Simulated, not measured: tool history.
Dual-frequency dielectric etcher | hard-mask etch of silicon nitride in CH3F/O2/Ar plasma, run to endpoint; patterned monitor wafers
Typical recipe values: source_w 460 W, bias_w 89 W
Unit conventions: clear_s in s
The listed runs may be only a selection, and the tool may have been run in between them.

| run | hour | source_w | bias_w | incoming incoming film thickness, nm | clear_s |
|---|---|---|---|---|---|
| 1 | 0 | 460 | 89 | 33.64 | 44.7 |
| 2 | 17.5 | 460 | 89 | 33.48 | 44.3 |
| 3 | 46.3 | 540 | 89 | 33.57 | 41.8 |
| 4 | 70.2 | 540 | 89 | 33.53 | 41.7 |
| 5 | 104.4 | 510 | 89 | 33.44 | 42.6 |
| 6 | 189 | 510 | 89 | 33.63 | 42.7 |
| 7 | 216.6 | 460 | 89 | 33.71 | 44.1 |
| 8 | 232.9 | 490 | 89 | 33.55 | 42.9 |
| 9 | 258.6 | 490 | 89 | 33.44 | 42.5 |
|  | 273.6 | bias power generator calibrated |
| 10 | 275.8 | 460 | 89 | 33.42 | 43.7 |
| 11 | 299.7 | 490 | 89 | 33.47 | 42.7 |
| 12 | 346.1 | 340 | 97 | 33.58 | 47 |
|  | 375.4 | upper electrode replaced |
| 13 | 375.9 | 510 | 102 | 33.48 | 40 |
|  | 381.3 | source power generator calibrated |
| 14 | 390.6 | 540 | 89 | 33.4 | 41.2 |
| 15 | 426.2 | 370 | 105 | 33.15 | 43.4 |
|  | 451.2 | wet clean of the chamber |
| 16 | 457.2 | 360 | 107 | 33.41 | 45.5 |
| 17 | 520.3 | 460 | 89 | 33.37 | 44.3 |
| 18 | 544.2 | 360 | 105 | 33.61 | 45.6 |
| 19 | 575.5 | 460 | 95 | 33.48 | 43.2 |
| 20 | 599.4 | 390 | 89 | 33.42 | 46.8 |

Each run again, without the hidden state but with its own random variation kept:
The tool's hidden condition here consists of: etch rate over this chamber's usual, %; source power that arrives over what is set, %; bias power that arrives over what is set, %.
| run | clear_s |
|---|---|
| 1 | 45 |
| 2 | 44.7 |
| 3 | 42.3 |
| 4 | 42.2 |
| 5 | 43.2 |
| 6 | 43.5 |
| 7 | 45 |
| 8 | 43.8 |
| 9 | 43.4 |
| 10 | 44.7 |
| 11 | 43.7 |
| 12 | 48.3 |
| 13 | 41.2 |
| 14 | 42.4 |
| 15 | 44.8 |
| 16 | 45.5 |
| 17 | 44.5 |
| 18 | 45.9 |
| 19 | 43.5 |
| 20 | 47.2 |
